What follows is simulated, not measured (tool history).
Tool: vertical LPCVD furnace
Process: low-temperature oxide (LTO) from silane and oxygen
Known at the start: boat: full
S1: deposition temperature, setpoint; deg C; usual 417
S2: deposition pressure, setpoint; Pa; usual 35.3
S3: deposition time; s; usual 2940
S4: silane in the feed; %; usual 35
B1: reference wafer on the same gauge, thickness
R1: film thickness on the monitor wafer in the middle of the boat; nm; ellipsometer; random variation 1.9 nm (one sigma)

run	hour	S1	S2	S3	S4	B1	R1
1	0.0	417	35.3	2940	35	569.78	589.68
2	41.2	417	35.3	2940	35	569.20	588.58
3	106.0	417	35.3	2940	35	568.22	597.52
4	133.1	417	35.3	2940	35	569.63	587.84
5	341.9	417	35.3	2940	35	569.30	597.14
6	510.1	417	35.3	2940	35	568.36	598.42
# hour 597.1: pressure gauge zeroed
7	597.6	417	30.0	2940	35	568.81	485.16
8	634.2	417	30.0	2940	35	568.66	485.26
9	696.5	417	35.3	3240	35	569.19	631.35
10	734.4	417	35.3	3540	38	568.85	765.28
11	784.5	417	35.3	3540	38	569.13	761.73
12	848.6	412	42.7	4080	38	569.31	1013.73
13	907.6	417	35.3	2940	35	568.98	579.20
# hour 943.2: silane flow controller replaced
14	967.4	414	32.7	1950	35	569.21	344.38
# hour 1030.7: thermocouples replaced and temperature profile calibrated
15	1031.2	421	35.3	2940	32	569.25	527.61
16	1069.0	417	35.3	3480	35	569.24	675.07
17	1116.2	417	35.3	3330	35	569.36	643.01
# hour 1126.3: gauge calibrated
18	1182.3	417	30.7	2940	41	568.99	597.69
19	1248.6	417	30.0	2940	35	568.93	487.01

Forecast run 20:
20	1283.3	413	35.3	3450	35	?	?

Run 20 gave B1 569.08, R1 639.52 nm.
Without the tool's hidden state the same run would have given R1 630.87 nm.
